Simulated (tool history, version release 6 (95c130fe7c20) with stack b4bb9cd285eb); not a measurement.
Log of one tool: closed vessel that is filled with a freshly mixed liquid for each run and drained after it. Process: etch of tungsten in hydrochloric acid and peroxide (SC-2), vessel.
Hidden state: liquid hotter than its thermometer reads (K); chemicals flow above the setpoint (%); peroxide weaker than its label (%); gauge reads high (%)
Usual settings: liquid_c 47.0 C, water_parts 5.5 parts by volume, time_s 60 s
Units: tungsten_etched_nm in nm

run	hour	liquid_c	water_parts	time_s	wafers since the last listed run	hours since the thermometer was replaced	hours since the chemicals flow meter was replaced	hours since the drum of peroxide was connected	hours since the gauge calibration	read-back film thickness of the tungsten reference wafer, read on the same gauge (nm)	tungsten_etched_nm
1	0.0	47.0	5.5	60	0	2108.3	1294.5	197.4	8.9	90.00	14.32
2	23.1	47.0	5.5	60	2207	2131.4	1317.6	220.5	32.0	89.99	14.24
3	50.9	47.0	5.5	60	2656	2159.2	1345.4	248.3	59.8	90.00	14.30
4	65.5	47.0	5.5	60	1395	2173.8	1360.0	262.9	74.4	89.99	14.18
5	87.1	47.0	5.5	60	2063	2195.4	1381.6	284.5	96.0	90.01	14.21
6	111.0	47.0	5.5	60	2283	2219.3	1405.5	308.4	119.9	90.00	14.16
# hour 158.0: chemicals flow meter replaced
7	199.6	42.0	5.5	60	8370	2307.9	41.6	397.0	208.5	90.00	9.80
# hour 219.1: gauge calibrated
8	229.6	42.0	5.5	60	2866	2337.9	71.6	427.0	10.5	90.01	9.77
9	247.5	41.5	5.5	85	1710	2355.8	89.5	444.9	28.4	89.97	13.43

Forecast run 10:
# hour 257.2: thermometer replaced
10	265.4	39.5	7.0	60	1614	8.2	107.4	462.8	46.3	?	?

{"run 10": {"read-back film thickness of the tungsten reference wafer, read on the same gauge (nm)": 89.99, "tungsten_etched_nm": 6.86}}
Without the tool's hidden state the same run would have given tungsten_etched_nm 7.42 nm.
